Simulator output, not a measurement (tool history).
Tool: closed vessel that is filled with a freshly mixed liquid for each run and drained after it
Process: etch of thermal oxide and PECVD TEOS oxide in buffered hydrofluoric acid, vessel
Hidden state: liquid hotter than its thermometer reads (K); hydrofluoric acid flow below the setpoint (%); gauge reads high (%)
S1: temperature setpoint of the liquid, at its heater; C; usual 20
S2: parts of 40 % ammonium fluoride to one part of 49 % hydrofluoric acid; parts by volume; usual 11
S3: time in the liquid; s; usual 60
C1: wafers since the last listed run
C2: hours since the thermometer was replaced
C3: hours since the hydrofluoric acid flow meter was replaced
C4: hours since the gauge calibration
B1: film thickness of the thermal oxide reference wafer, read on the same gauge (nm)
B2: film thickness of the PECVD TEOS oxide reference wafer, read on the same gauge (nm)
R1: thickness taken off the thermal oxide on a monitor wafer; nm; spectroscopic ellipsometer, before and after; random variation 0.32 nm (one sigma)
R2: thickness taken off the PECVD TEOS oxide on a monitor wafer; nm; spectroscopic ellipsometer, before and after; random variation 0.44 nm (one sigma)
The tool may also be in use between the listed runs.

Run 1, hour 0: usual settings; C1 0; C2 1380.2; C3 913.6; C4 367.2; B1 130.01; B2 139.97. Result: R1 46.75 nm, R2 58.42 nm.
Run 2, hour 19.3: usual settings; C1 1439; C2 1399.5; C3 932.9; C4 386.5; B1 130.02; B2 139.99. Result: R1 47.12 nm, R2 58.21 nm.
Run 3, hour 35.9: usual settings; C1 1238; C2 1416.1; C3 949.5; C4 403.1; B1 129.99; B2 139.96. Result: R1 46.88 nm, R2 57.6 nm.
Run 4, hour 55.6: usual settings; C1 1469; C2 1435.8; C3 969.2; C4 422.8; B1 130.02; B2 140.02. Result: R1 46.71 nm, R2 57.82 nm.
Run 5, hour 80.2: usual settings; C1 1834; C2 1460.4; C3 993.8; C4 447.4; B1 129.95; B2 140.03. Result: R1 46.63 nm, R2 57.67 nm.
Run 6, hour 95.3: usual settings; C1 1126; C2 1475.5; C3 1008.9; C4 462.5; B1 130.03; B2 140.01. Result: R1 46.79 nm, R2 57.36 nm.
Run 7, hour 126.4: usual settings but S3 80 s; C1 2319; C2 1506.6; C3 1040; C4 493.6; B1 130; B2 139.97. Result: R1 62.08 nm, R2 76.04 nm.
Run 8, hour 139.4: usual settings but S3 80 s; C1 969; C2 1519.6; C3 1053; C4 506.6; B1 129.99; B2 139.98. Result: R1 62.57 nm, R2 76.69 nm.
Run 9, hour 154.8: usual settings but S3 80 s; C1 1148; C2 1535; C3 1068.4; C4 522; B1 130; B2 139.99. Result: R1 62.03 nm, R2 75.77 nm.
Run 10, hour 183.3: usual settings; C1 2125; C2 1563.5; C3 1096.9; C4 550.5; B1 130; B2 140.02. Result: R1 45.86 nm, R2 56.9 nm.
At hour 191.6: hydrofluoric acid flow meter replaced.
At hour 195.6: gauge calibrated.
Run 11, hour 206.1: usual settings but S1 23 C; C1 1626; C2 1586.3; C3 14.5; C4 10.5; B1 130.01; B2 140.02. Result: R1 62.16 nm, R2 76.1 nm.
Run 12, hour 224: usual settings but S2 13.5 parts by volume, S3 85 s; C1 1335; C2 1604.2; C3 32.4; C4 28.4; B1 130.01; B2 140. Result: R1 61.3 nm, R2 74.81 nm.
At hour 245.1: thermometer replaced.
Run 13, hour 326.6: usual settings but S1 18.5 C, S2 13.5 parts by volume, S3 85 s; C1 7578; C2 81.5; C3 135; C4 131; B1 129.99; B2 140. Result: R1 55.28 nm, R2 67.87 nm.
Run 14, hour 344.7: usual settings but S1 17 C, S2 14 parts by volume; C1 1350; C2 99.6; C3 153.1; C4 149.1; B1 130.01; B2 140. Result: R1 34.4 nm, R2 42.63 nm.
Run 15, hour 357.5: usual settings but S1 23 C; C1 954; C2 112.4; C3 165.9; C4 161.9; B1 130; B2 140. Result: R1 61.73 nm, R2 75.43 nm.
Run 16, hour 371.2: usual settings but S1 22 C; C1 1021; C2 126.1; C3 179.6; C4 175.6; B1 130.01; B2 140.03. Result: R1 57.17 nm, R2 70.89 nm.
Run 17, hour 404.3: usual settings; C1 2468; C2 159.2; C3 212.7; C4 208.7; B1 130; B2 140. Result: R1 51.25 nm, R2 63.12 nm.
Run 18, hour 434.5: usual settings; C1 2252; C2 189.4; C3 242.9; C4 238.9; B1 129.98; B2 139.99. Result: R1 50.76 nm, R2 63.63 nm.
Run 19, hour 449.9: usual settings; C1 1148; C2 204.8; C3 258.3; C4 254.3; B1 129.97; B2 140.01. Result: R1 50.86 nm, R2 62.97 nm.
Run 20, hour 478.7: usual settings but S2 8 parts by volume, S3 85 s; C1 2148; C2 233.6; C3 287.1; C4 283.1; B1 129.99; B2 139.97. Result: R1 96.81 nm, R2 117.82 nm.
Run 21, hour 491.8: usual settings; C1 977; C2 246.7; C3 300.2; C4 296.2; B1 129.97; B2 139.98. Result: R1 51.29 nm, R2 62.19 nm.
Run 22, hour 524.7: usual settings; C1 2453; C2 279.6; C3 333.1; C4 329.1; B1 130.01; B2 140. Result: R1 50.52 nm, R2 61.73 nm.
Run 23, hour 548.7: usual settings but S1 17 C, S2 13 parts by volume; C1 1790; C2 303.6; C3 357.1; C4 353.1; B1 130.01; B2 139.97. Result: R1 36.47 nm, R2 44.38 nm.
Run 24, hour 567.3: usual settings but S2 13 parts by volume, S3 90 s; C1 1387; C2 322.2; C3 375.7; C4 371.7; B1 130; B2 140. Result: R1 64.12 nm, R2 79.61 nm.
Run 25, hour 628: usual settings but S1 17 C, S2 9.5 parts by volume, S3 85 s; C1 4527; C2 382.9; C3 436.4; C4 432.4; B1 130; B2 140.03. Result: R1 69.79 nm, R2 85.57 nm.

Hidden state at the last listed run before each entry between runs and at the first one after, where it differs:
Between runs 10 and 11: hydrofluoric acid flow meter replaced (hour 191.6); gauge calibrated (hour 195.6)
  hydrofluoric acid flow below the setpoint (%): 12.8 -> 0.751
  measured less the result without the state, R1: -6.56 -> -0.46 nm; R2: -8.14 -> -0.56 nm
Between runs 12 and 13: thermometer replaced (hour 245.1)
  hydrofluoric acid flow below the setpoint (%): 0.946 -> 2.06
  measured less the result without the state, R1: -0.58 -> -1.15 nm; R2: -0.7 -> -1.4 nm

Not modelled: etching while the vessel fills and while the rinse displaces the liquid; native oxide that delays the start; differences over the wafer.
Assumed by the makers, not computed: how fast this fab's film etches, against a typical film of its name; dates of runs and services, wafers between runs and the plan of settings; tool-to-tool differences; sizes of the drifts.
